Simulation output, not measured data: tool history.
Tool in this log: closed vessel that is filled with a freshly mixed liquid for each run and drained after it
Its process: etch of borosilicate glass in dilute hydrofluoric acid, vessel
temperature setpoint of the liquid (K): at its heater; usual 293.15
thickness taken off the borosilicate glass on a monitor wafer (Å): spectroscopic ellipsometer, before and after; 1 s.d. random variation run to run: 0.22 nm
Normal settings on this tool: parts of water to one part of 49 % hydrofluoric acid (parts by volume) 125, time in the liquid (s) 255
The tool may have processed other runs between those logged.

| run | hour | temperature setpoint of the liquid (K) | parts of water to one part of 49 % hydrofluoric acid (parts by volume) | time in the liquid (s) | read-back film thickness of the borosilicate glass reference wafer, read on the same gauge (nm) | thickness taken off the borosilicate glass on a monitor wafer (Å) |
|---|---|---|---|---|---|---|
| 1 | 0 | 293.15 | 125 | 360 | 59.99 | 413.5 |
| 2 | 44.2 | 293.15 | 150 | 255 | 59.99 | 236.8 |
| 3 | 80.4 | 293.15 | 150 | 255 | 60.01 | 231.5 |
| 4 | 123.2 | 293.15 | 125 | 255 | 60.04 | 286.3 |
| 5 | 161 | 293.15 | 125 | 140 | 60.02 | 158.5 |
| 6 | 207.7 | 293.15 | 145 | 255 | 59.99 | 240.6 |
| 7 | 275.8 | 293.15 | 145 | 255 | 60.02 | 244.1 |
| 8 | 321.1 | 293.15 | 145 | 255 | 60.02 | 240.7 |
| 9 | 383.6 | 293.15 | 100 | 255 | 59.99 | 362.9 |
| 10 | 439.7 | 293.15 | 100 | 255 | 59.97 | 367.2 |
|  | 487.6 | gauge calibrated |
| 11 | 508.4 | 293.15 | 150 | 195 | 60.03 | 175.1 |
| 12 | 532.8 | 293.15 | 85 | 255 | 59.99 | 441.5 |
| 13 | 571.7 | 296.65 | 75 | 255 | 60.01 | 578.9 |
|  | 590.6 | thermometer replaced |
| 14 | 600.7 | 293.15 | 125 | 255 | 59.99 | 282.3 |
| 15 | 648.4 | 293.15 | 125 | 255 | 59.95 | 285.4 |
| 16 | 684.7 | 293.15 | 125 | 255 | 60.05 | 280.8 |
| 17 | 737.6 | 290.15 | 125 | 255 | 60.01 | 248.7 |
| 18 | 800.8 | 290.15 | 105 | 335 | 60 | 397.3 |
| 19 | 836 | 290.65 | 175 | 125 | 60.02 | 84.4 |
| 20 | 881.4 | 291.15 | 125 | 255 | 59.98 | 258.8 |
| 21 | 924.5 | 293.15 | 125 | 255 | 60 | 279.4 |
| 22 | 1039.1 | 290.15 | 75 | 150 | 60.01 | 254.2 |
| 23 | 1102.7 | 296.15 | 150 | 195 | 59.98 | 193.8 |
| 24 | 1141.6 | 290.15 | 125 | 390 | 60.02 | 374.9 |
|  | 1144.6 | hydrofluoric acid flow meter replaced |
| 25 | 1168.1 | 291.15 | 100 | 255 | 59.99 | 355.5 |
| 26 | 1224.4 | 293.15 | 80 | 255 | 60.03 | 494.3 |
| 27 | 1273.3 | 297.15 | 160 | 365 | 59.99 | 378.7 |
| 28 | 1308.6 | 297.15 | 125 | 130 | 59.99 | 181.8 |
| 29 | 1369.5 | 297.15 | 160 | 365 | 60.02 | 372.9 |
| 30 | 1398.1 | 293.15 | 125 | 255 | 60 | 301.5 |
| 31 | 1452.2 | 293.15 | 125 | 315 | 60 | 366.8 |
| 32 | 1514.1 | 293.15 | 125 | 255 | 60.03 | 299.3 |
| 33 | 1569 | 295.65 | 90 | 255 | 60 | 469.3 |

Below are 4 alternative next runs, each starting from the tool's condition after run 33. Predict each:
| A | 1569.7 | 293.15 | 125 | 105 | ? | ? |
| B | 1569.7 | 290.15 | 85 | 175 | ? | ? |
| C | 1569.7 | 296.15 | 160 | 255 | ? | ? |
| D | 1569.7 | 293.15 | 185 | 255 | ? | ? |

| run | read-back film thickness of the borosilicate glass reference wafer, read on the same gauge (nm) | thickness taken off the borosilicate glass on a monitor wafer (Å) |
|---|---|---|
| A | 59.99 | 121 |
| B | 59.99 | 273.6 |
| C | 59.99 | 248.6 |
| D | 59.99 | 186.5 |
With no hidden state in the tool, these same runs would have given:
| run | thickness taken off the borosilicate glass on a monitor wafer (Å) |
|---|---|
| A | 123.5 |
| B | 278.9 |
| C | 253.8 |
| D | 190.4 |

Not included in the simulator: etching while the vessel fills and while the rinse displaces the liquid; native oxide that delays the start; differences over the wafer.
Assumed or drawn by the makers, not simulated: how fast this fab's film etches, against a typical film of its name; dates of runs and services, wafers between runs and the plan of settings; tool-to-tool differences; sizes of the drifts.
